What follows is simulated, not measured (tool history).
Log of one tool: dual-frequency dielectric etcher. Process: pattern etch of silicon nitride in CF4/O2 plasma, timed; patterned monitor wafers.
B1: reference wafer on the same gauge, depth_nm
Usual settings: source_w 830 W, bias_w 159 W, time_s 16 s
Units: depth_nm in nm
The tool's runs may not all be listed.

Run 1, hour 0: usual settings but time_s 13.5 s; B1 40.49. Result: depth_nm 41.36 nm.
Run 2, hour 15.7: usual settings but time_s 13.5 s; B1 40.5. Result: depth_nm 41.45 nm.
Run 3, hour 29.8: usual settings but time_s 13.5 s; B1 40.51. Result: depth_nm 41.51 nm.
At hour 56: upper electrode replaced, of another model than before.
Run 4, hour 56.5: usual settings but time_s 12.5 s; B1 40.5. Result: depth_nm 38.55 nm.
Run 5, hour 56.8: usual settings but time_s 12.5 s; B1 40.5. Result: depth_nm 38.48 nm.
Run 6, hour 60.6: usual settings; B1 40.51. Result: depth_nm 49.35 nm.
At hour 96.3: wet clean of the chamber.
At hour 98: source power generator calibrated.
Run 7, hour 98.5: usual settings; B1 40.51. Result: depth_nm 47.4 nm.
Run 8, hour 98.8: usual settings but source_w 660 W, bias_w 147 W, time_s 13 s; B1 40.49. Result: depth_nm 29.16 nm.
At hour 108.2: bias power generator calibrated.
Run 9, hour 108.7: usual settings but source_w 640 W, bias_w 190 W; B1 40.5. Result: depth_nm 41.04 nm.
Run 10, hour 110.8: usual settings but bias_w 175 W, time_s 18 s; B1 40.49. Result: depth_nm 56.38 nm.
Run 11, hour 125.9: usual settings but source_w 680 W, bias_w 144 W, time_s 13 s; B1 40.5. Result: depth_nm 29.75 nm.
At hour 133: gauge calibrated.
Run 12, hour 137.5: usual settings; B1 40.51. Result: depth_nm 47.5 nm.
Run 13, hour 146.2: usual settings but bias_w 175 W; B1 40.5. Result: depth_nm 50.6 nm.
Run 14, hour 153.1: usual settings; B1 40.51. Result: depth_nm 47.72 nm.
Run 15, hour 168.3: usual settings but source_w 1000 W, bias_w 120 W, time_s 19.5 s; B1 40.5. Result: depth_nm 57.94 nm.

5 ways to go on from here, each from the tool as it stands after run 15. What would each give?
Run A, hour 168.7: usual settings but time_s 19 s; B1 ?. Result: depth_nm ?.
Run B, hour 168.7: usual settings but bias_w 185 W, time_s 13 s; B1 ?. Result: depth_nm ?.
Run C, hour 168.7: usual settings but source_w 1030 W, bias_w 172 W, time_s 12.5 s; B1 ?. Result: depth_nm ?.
Run D, hour 168.7: usual settings but bias_w 186 W; B1 ?. Result: depth_nm ?.
Run E, hour 168.7: usual settings but source_w 1020 W, bias_w 134 W, time_s 20.5 s; B1 ?. Result: depth_nm ?.

run     B1  depth_nm
  A  40.52      56.6
  B  40.52     42.46
  C  40.52     48.06
  D  40.52     52.43
  E  40.52     66.75
Without the tool's hidden state the same runs would have given:
run  depth_nm
  A     56.41
  B     42.32
  C     47.89
  D     52.25
  E     66.52
